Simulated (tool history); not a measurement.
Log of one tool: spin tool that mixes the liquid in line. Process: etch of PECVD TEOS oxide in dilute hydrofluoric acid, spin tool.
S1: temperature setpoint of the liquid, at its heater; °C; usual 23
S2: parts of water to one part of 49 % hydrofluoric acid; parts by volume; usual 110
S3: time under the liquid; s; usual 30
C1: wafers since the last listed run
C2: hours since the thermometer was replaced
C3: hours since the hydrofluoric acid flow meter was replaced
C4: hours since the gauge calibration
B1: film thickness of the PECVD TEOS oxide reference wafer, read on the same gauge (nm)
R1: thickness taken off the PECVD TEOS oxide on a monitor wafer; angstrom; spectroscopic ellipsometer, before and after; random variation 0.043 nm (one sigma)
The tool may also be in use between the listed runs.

run,hour,S1,S2,S3,C1,C2,C3,C4,B1,R1
1,0,23,110,30,0,874.7,657.5,1637.6,129.988,45.84
2,107.7,23,110,30,1291,982.4,765.2,1745.3,130.012,46.97
3,169.9,23,110,30,745,1044.6,827.4,1807.5,129.987,45.9
4,243.3,23,85,30,879,1118,900.8,1880.9,130.002,61.65
5,318.7,23,110,30,903,1193.4,976.2,1956.3,130.006,45.2
6,361.5,23,110,30,513,1236.2,1019,1999.1,130.01,45.06
7,438.3,23,110,30,920,1313,1095.8,2075.9,129.997,45.2
8,540,21.5,140,30,1219,1414.7,1197.5,2177.6,129.988,32
9,586.3,26.5,110,30,555,1461,1243.8,2223.9,130.017,51.85
10,683.6,26.5,110,30,1166,1558.3,1341.1,2321.2,129.977,51.33
11,763,23,110,30,951,1637.7,1420.5,2400.6,129.999,44.61
# hour 775.1: thermometer replaced
# hour 777.4: gauge calibrated
12,866.1,23,110,30,1223,91,1523.6,88.7,129.996,48.05
13,905.3,23,70,30,469,130.2,1562.8,127.9,129.992,80.23
14,1002,23,70,30,1159,226.9,1659.5,224.6,130.009,77.53
15,1060,23,110,20,695,284.9,1717.5,282.6,129.98,32.32
16,1146.6,23,110,20,1038,371.5,1804.1,369.2,130.033,32.18
17,1228.9,23,130,30,986,453.8,1886.4,451.5,130.035,38.88
18,1317.2,23,110,20,1058,542.1,1974.7,539.8,129.962,31.58
19,1396.9,23,110,30,955,621.8,2054.4,619.5,130.001,47.91
20,1482.3,23,110,30,1023,707.2,2139.8,704.9,129.995,46.71
21,1538.7,23,110,30,676,763.6,2196.2,761.3,129.985,46.22
22,1625.6,18,145,30,1041,850.5,2283.1,848.2,129.984,27.56
# hour 1645.2: hydrofluoric acid flow meter replaced
23,1681.7,23,110,30,660,906.6,36.5,904.3,129.971,45.55
24,1780,18.5,110,30,1178,1004.9,134.8,1002.6,129.984,38.25
25,1865.4,23,110,45,1023,1090.3,220.2,1088,130.036,69.24
26,1928.4,23,110,40,755,1153.3,283.2,1151,130.006,61.54
27,2018,23,125,30,1074,1242.9,372.8,1240.6,130.017,38.96
28,2199.6,26,75,15,2177,1424.5,554.4,1422.2,130.009,39.02
29,2263.4,23,90,30,764,1488.3,618.2,1486,130.009,55.8
30,2327.2,27,110,25,764,1552.1,682,1549.8,130.003,44.46
31,2366.3,23,60,25,468,1591.2,721.1,1588.9,129.997,72.89
# hour 2434.1: thermometer replaced
32,2468.5,26.5,110,30,1213,34.4,823.3,1691.1,129.961,55.22
33,2570.3,23,110,30,1220,136.2,925.1,1792.9,130.008,48.31

4 ways to go on from here, each from the tool as it stands after run 33. What would each give?
A,2570.7,23,110,30,4,136.6,925.5,1793.3,?,?
B,2570.7,23,160,30,4,136.6,925.5,1793.3,?,?
C,2570.7,21,110,30,4,136.6,925.5,1793.3,?,?
D,2570.7,24.5,160,15,4,136.6,925.5,1793.3,?,?

run,B1,R1
A,129.973,47.95
B,129.973,31.15
C,129.973,44.25
D,129.973,16.49
Without the tool's hidden state the same runs would have given:
run,R1
A,48.55
B,31.53
C,44.81
D,16.69
